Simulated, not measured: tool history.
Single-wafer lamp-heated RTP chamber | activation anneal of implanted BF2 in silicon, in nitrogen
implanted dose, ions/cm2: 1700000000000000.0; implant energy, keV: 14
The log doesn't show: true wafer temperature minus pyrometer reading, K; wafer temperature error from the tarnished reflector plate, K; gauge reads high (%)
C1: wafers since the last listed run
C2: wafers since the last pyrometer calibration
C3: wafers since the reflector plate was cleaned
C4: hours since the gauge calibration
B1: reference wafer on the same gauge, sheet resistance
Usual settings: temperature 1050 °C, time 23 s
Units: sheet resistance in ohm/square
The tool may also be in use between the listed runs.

run 1 hour=0.0 | temperature=1050 time=23 | C1=0 C2=4585 C3=11043 C4=156.2 | B1=130.92 | sheet_resistance=122.39
run 2 hour=11.9 | temperature=1050 time=23 | C1=200 C2=4786 C3=11244 C4=168.1 | B1=131.23 | sheet_resistance=122.36
run 3 hour=26.7 | temperature=1050 time=23 | C1=249 C2=5035 C3=11493 C4=182.9 | B1=131.11 | sheet_resistance=121.77
run 4 hour=68.2 | temperature=1050 time=23 | C1=699 C2=5735 C3=12193 C4=224.4 | B1=130.88 | sheet_resistance=119.04
-- hour=90.1 pyrometer window cleaned and pyrometer calibrated
run 5 hour=90.6 | temperature=1070 time=23 | C1=242 C2=7 C3=12436 C4=246.8 | B1=130.86 | sheet_resistance=107.19
run 6 hour=94.2 | temperature=1070 time=23 | C1=60 C2=68 C3=12496 C4=250.4 | B1=130.82 | sheet_resistance=106.35
-- hour=96.1 gauge calibrated
run 7 hour=104.5 | temperature=1070 time=23 | C1=173 C2=242 C3=12670 C4=8.4 | B1=131.06 | sheet_resistance=107.56
run 8 hour=118.9 | temperature=1050 time=23 | C1=242 C2=485 C3=12913 C4=22.8 | B1=130.89 | sheet_resistance=127.80
-- hour=127.9 reflector plate cleaned
run 9 hour=131.2 | temperature=1050 time=23 | C1=72 C2=557 C3=55 C4=35.1 | B1=130.98 | sheet_resistance=128.10
run 10 hour=138.6 | temperature=1050 time=30 | C1=124 C2=682 C3=179 C4=42.5 | B1=130.84 | sheet_resistance=119.89
run 11 hour=149.5 | temperature=1072 time=17 | C1=183 C2=866 C3=363 C4=53.4 | B1=130.94 | sheet_resistance=113.93
run 12 hour=163.6 | temperature=1072 time=15 | C1=237 C2=1103 C3=601 C4=67.5 | B1=131.22 | sheet_resistance=118.17
run 13 hour=178.2 | temperature=1042 time=13 | C1=246 C2=1350 C3=847 C4=82.1 | B1=131.02 | sheet_resistance=153.52
run 14 hour=186.7 | temperature=1059 time=23 | C1=143 C2=1493 C3=991 C4=90.6 | B1=130.83 | sheet_resistance=118.68
run 15 hour=197.9 | temperature=1050 time=23 | C1=188 C2=1682 C3=1179 C4=101.8 | B1=131.05 | sheet_resistance=126.53
run 16 hour=207.9 | temperature=1075 time=35 | C1=168 C2=1851 C3=1348 C4=111.8 | B1=130.74 | sheet_resistance=92.22
run 17 hour=223.0 | temperature=1026 time=15 | C1=254 C2=2105 C3=1603 C4=126.9 | B1=130.97 | sheet_resistance=170.10
run 18 hour=238.8 | temperature=1050 time=23 | C1=266 C2=2372 C3=1869 C4=142.7 | B1=130.97 | sheet_resistance=125.86

5 ways to go on from here, each from the tool as it stands after run 18. What would each give?
run A hour=239.2 | temperature=1050 time=23 | C1=6 C2=2378 C3=1876 C4=143.1 | B1=? | sheet_resistance=?
run B hour=239.2 | temperature=1074 time=30 | C1=6 C2=2378 C3=1876 C4=143.1 | B1=? | sheet_resistance=?
run C hour=239.2 | temperature=1074 time=23 | C1=6 C2=2378 C3=1876 C4=143.1 | B1=? | sheet_resistance=?
run D hour=239.2 | temperature=1070 time=15 | C1=6 C2=2378 C3=1876 C4=143.1 | B1=? | sheet_resistance=?
run E hour=239.2 | temperature=1071 time=11 | C1=6 C2=2378 C3=1876 C4=143.1 | B1=? | sheet_resistance=?

run=A B1=130.85 sheet_resistance=125.89
run=B B1=130.85 sheet_resistance=96.14
run=C B1=130.85 sheet_resistance=102.90
run=D B1=130.85 sheet_resistance=118.66
run=E B1=130.85 sheet_resistance=127.15
Without the tool's hidden state the same runs would have given:
run=A sheet_resistance=129.53
run=B sheet_resistance=99.10
run=C sheet_resistance=105.96
run=D sheet_resistance=121.79
run=E sheet_resistance=130.29

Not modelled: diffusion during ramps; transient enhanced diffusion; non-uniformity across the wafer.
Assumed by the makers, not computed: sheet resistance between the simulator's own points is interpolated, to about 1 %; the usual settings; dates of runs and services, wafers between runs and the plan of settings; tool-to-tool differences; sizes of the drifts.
